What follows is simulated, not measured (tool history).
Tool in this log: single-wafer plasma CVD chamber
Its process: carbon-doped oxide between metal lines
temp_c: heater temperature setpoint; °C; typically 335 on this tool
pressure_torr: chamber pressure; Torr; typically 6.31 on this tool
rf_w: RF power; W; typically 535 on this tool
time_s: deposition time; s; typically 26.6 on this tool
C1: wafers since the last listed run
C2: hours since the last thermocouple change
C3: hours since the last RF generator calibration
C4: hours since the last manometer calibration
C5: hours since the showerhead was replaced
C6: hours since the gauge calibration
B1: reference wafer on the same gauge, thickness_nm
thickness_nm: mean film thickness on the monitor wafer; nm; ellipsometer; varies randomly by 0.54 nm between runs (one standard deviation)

{"run": 1, "hour": 0.0, "temp_c": 335, "pressure_torr": 6.31, "rf_w": 535, "time_s": 26.6, "C1": 0, "C2": 990.2, "C3": 781.3, "C4": 852.9, "C5": 7581, "C6": 364.3, "B1": 131.007, "thickness_nm": 138.241}
{"run": 2, "hour": 15.9, "temp_c": 335, "pressure_torr": 6.31, "rf_w": 535, "time_s": 26.6, "C1": 520, "C2": 1006.1, "C3": 797.2, "C4": 868.8, "C5": 7596.9, "C6": 380.2, "B1": 130.864, "thickness_nm": 138.285}
{"run": 3, "hour": 31.4, "temp_c": 335, "pressure_torr": 6.31, "rf_w": 535, "time_s": 26.6, "C1": 507, "C2": 1021.6, "C3": 812.7, "C4": 884.3, "C5": 7612.4, "C6": 395.7, "B1": 131.177, "thickness_nm": 137.424}
{"hour": 68.5, "done": "gauge calibrated"}
{"run": 4, "hour": 71.4, "temp_c": 325, "pressure_torr": 6.31, "rf_w": 535, "time_s": 29.3, "C1": 1308, "C2": 1061.6, "C3": 852.7, "C4": 924.3, "C5": 7652.4, "C6": 2.9, "B1": 130.916, "thickness_nm": 156.043}
{"run": 5, "hour": 78.9, "temp_c": 335, "pressure_torr": 6.31, "rf_w": 535, "time_s": 26.6, "C1": 245, "C2": 1069.1, "C3": 860.2, "C4": 931.8, "C5": 7659.9, "C6": 10.4, "B1": 131.007, "thickness_nm": 138.353}
{"run": 6, "hour": 113.6, "temp_c": 335, "pressure_torr": 6.31, "rf_w": 535, "time_s": 26.6, "C1": 1135, "C2": 1103.8, "C3": 894.9, "C4": 966.5, "C5": 7694.6, "C6": 45.1, "B1": 131.002, "thickness_nm": 136.74}
{"run": 7, "hour": 124.6, "temp_c": 335, "pressure_torr": 6.31, "rf_w": 535, "time_s": 26.6, "C1": 359, "C2": 1114.8, "C3": 905.9, "C4": 977.5, "C5": 7705.6, "C6": 56.1, "B1": 131.01, "thickness_nm": 137.199}
{"hour": 153.2, "done": "showerhead replaced"}
{"run": 8, "hour": 158.1, "temp_c": 335, "pressure_torr": 6.31, "rf_w": 560, "time_s": 26.6, "C1": 834, "C2": 1148.3, "C3": 939.4, "C4": 1011, "C5": 4.9, "C6": 89.6, "B1": 130.888, "thickness_nm": 143.011}
{"run": 9, "hour": 176.5, "temp_c": 335, "pressure_torr": 6.31, "rf_w": 560, "time_s": 26.6, "C1": 601, "C2": 1166.7, "C3": 957.8, "C4": 1029.4, "C5": 23.3, "C6": 108, "B1": 130.976, "thickness_nm": 143.915}
{"run": 10, "hour": 183.8, "temp_c": 335, "pressure_torr": 6.31, "rf_w": 535, "time_s": 26.6, "C1": 238, "C2": 1174, "C3": 965.1, "C4": 1036.7, "C5": 30.6, "C6": 115.3, "B1": 130.959, "thickness_nm": 136.399}
{"hour": 194.3, "done": "RF generator calibrated"}
{"run": 11, "hour": 200.1, "temp_c": 335, "pressure_torr": 6.31, "rf_w": 615, "time_s": 26.6, "C1": 271, "C2": 1190.3, "C3": 5.8, "C4": 1053, "C5": 46.9, "C6": 131.6, "B1": 131.01, "thickness_nm": 162.034}
{"hour": 214.8, "done": "capacitance manometer re-zeroed and calibrated"}
{"hour": 217.3, "done": "thermocouple changed; heater temperature recalibrated"}
{"run": 12, "hour": 217.8, "temp_c": 335, "pressure_torr": 6.31, "rf_w": 535, "time_s": 26.6, "C1": 235, "C2": 0.5, "C3": 23.5, "C4": 3, "C5": 64.6, "C6": 149.3, "B1": 130.96, "thickness_nm": 142.491}
{"run": 13, "hour": 218.4, "temp_c": 335, "pressure_torr": 6.31, "rf_w": 535, "time_s": 26.6, "C1": 19, "C2": 1.1, "C3": 24.1, "C4": 3.6, "C5": 65.2, "C6": 149.9, "B1": 130.922, "thickness_nm": 141.723}
{"run": 14, "hour": 233.6, "temp_c": 339, "pressure_torr": 5.65, "rf_w": 500, "time_s": 26.6, "C1": 497, "C2": 16.3, "C3": 39.3, "C4": 18.8, "C5": 80.4, "C6": 165.1, "B1": 130.94, "thickness_nm": 129.062}
{"run": 15, "hour": 246.3, "temp_c": 327, "pressure_torr": 5.09, "rf_w": 460, "time_s": 29.2, "C1": 415, "C2": 29, "C3": 52, "C4": 31.5, "C5": 93.1, "C6": 177.8, "B1": 130.91, "thickness_nm": 131.964}
{"run": 16, "hour": 253.1, "temp_c": 335, "pressure_torr": 5.22, "rf_w": 535, "time_s": 26.6, "C1": 222, "C2": 35.8, "C3": 58.8, "C4": 38.3, "C5": 99.9, "C6": 184.6, "B1": 131.03, "thickness_nm": 139.394}
{"run": 17, "hour": 264.9, "temp_c": 340, "pressure_torr": 7.68, "rf_w": 535, "time_s": 26.6, "C1": 385, "C2": 47.6, "C3": 70.6, "C4": 50.1, "C5": 111.7, "C6": 196.4, "B1": 131.006, "thickness_nm": 141.628}
{"run": 18, "hour": 282.8, "temp_c": 350, "pressure_torr": 5.6, "rf_w": 475, "time_s": 29.2, "C1": 585, "C2": 65.5, "C3": 88.5, "C4": 68, "C5": 129.6, "C6": 214.3, "B1": 131.035, "thickness_nm": 130.644}
{"run": 19, "hour": 299.5, "temp_c": 335, "pressure_torr": 6.31, "rf_w": 535, "time_s": 26.6, "C1": 546, "C2": 82.2, "C3": 105.2, "C4": 84.7, "C5": 146.3, "C6": 231, "B1": 130.914, "thickness_nm": 142.211}
{"run": 20, "hour": 308.6, "temp_c": 335, "pressure_torr": 6.31, "rf_w": 535, "time_s": 21.4, "C1": 297, "C2": 91.3, "C3": 114.3, "C4": 93.8, "C5": 155.4, "C6": 240.1, "B1": 131.012, "thickness_nm": 114.646}
{"run": 21, "hour": 316.9, "temp_c": 335, "pressure_torr": 6.31, "rf_w": 480, "time_s": 26.6, "C1": 271, "C2": 99.6, "C3": 122.6, "C4": 102.1, "C5": 163.7, "C6": 248.4, "B1": 131.002, "thickness_nm": 127.461}
{"run": 22, "hour": 331.0, "temp_c": 320, "pressure_torr": 6.31, "rf_w": 535, "time_s": 22.9, "C1": 461, "C2": 113.7, "C3": 136.7, "C4": 116.2, "C5": 177.8, "C6": 262.5, "B1": 131.071, "thickness_nm": 128.374}
{"run": 23, "hour": 337.3, "temp_c": 329, "pressure_torr": 6.31, "rf_w": 535, "time_s": 26.6, "C1": 206, "C2": 120, "C3": 143, "C4": 122.5, "C5": 184.1, "C6": 268.8, "B1": 131.046, "thickness_nm": 144.894}
{"run": 24, "hour": 351.7, "temp_c": 335, "pressure_torr": 6.31, "rf_w": 535, "time_s": 26.6, "C1": 471, "C2": 134.4, "C3": 157.4, "C4": 136.9, "C5": 198.5, "C6": 283.2, "B1": 131.177, "thickness_nm": 141.923}
{"run": 25, "hour": 364.7, "temp_c": 345, "pressure_torr": 7.74, "rf_w": 635, "time_s": 24.5, "C1": 425, "C2": 147.4, "C3": 170.4, "C4": 149.9, "C5": 211.5, "C6": 296.2, "B1": 130.942, "thickness_nm": 151.043}
{"run": 26, "hour": 380.5, "temp_c": 335, "pressure_torr": 6.91, "rf_w": 535, "time_s": 26.6, "C1": 516, "C2": 163.2, "C3": 186.2, "C4": 165.7, "C5": 227.3, "C6": 312, "B1": 130.871, "thickness_nm": 142.464}
{"run": 27, "hour": 388.6, "temp_c": 342, "pressure_torr": 7.59, "rf_w": 455, "time_s": 30, "C1": 264, "C2": 171.3, "C3": 194.3, "C4": 173.8, "C5": 235.4, "C6": 320.1, "B1": 131.048, "thickness_nm": 133.154}

The logged runs with the hidden state left out (each run's random variation unchanged):
The tool's hidden condition here consists of: wafer temperature above the value expected at the setpoint (K); delivered RF power above the setpoint (%); true pressure above the setpoint (%); gauge reads high (%).
run=1 thickness_nm=142.567
run=2 thickness_nm=142.745
run=3 thickness_nm=141.988
run=4 thickness_nm=161.625
run=5 thickness_nm=143.37
run=6 thickness_nm=142.022
run=7 thickness_nm=142.604
run=8 thickness_nm=148.884
run=9 thickness_nm=150.022
run=10 thickness_nm=142.365
run=11 thickness_nm=162.468
run=12 thickness_nm=142.893
run=13 thickness_nm=142.124
run=14 thickness_nm=129.438
run=15 thickness_nm=132.416
run=16 thickness_nm=139.802
run=17 thickness_nm=142.051
run=18 thickness_nm=131.12
run=19 thickness_nm=142.666
run=20 thickness_nm=115.021
run=21 thickness_nm=127.963
run=22 thickness_nm=128.819
run=23 thickness_nm=145.406
run=24 thickness_nm=142.446
run=25 thickness_nm=151.595
run=26 thickness_nm=143.039
run=27 thickness_nm=133.806
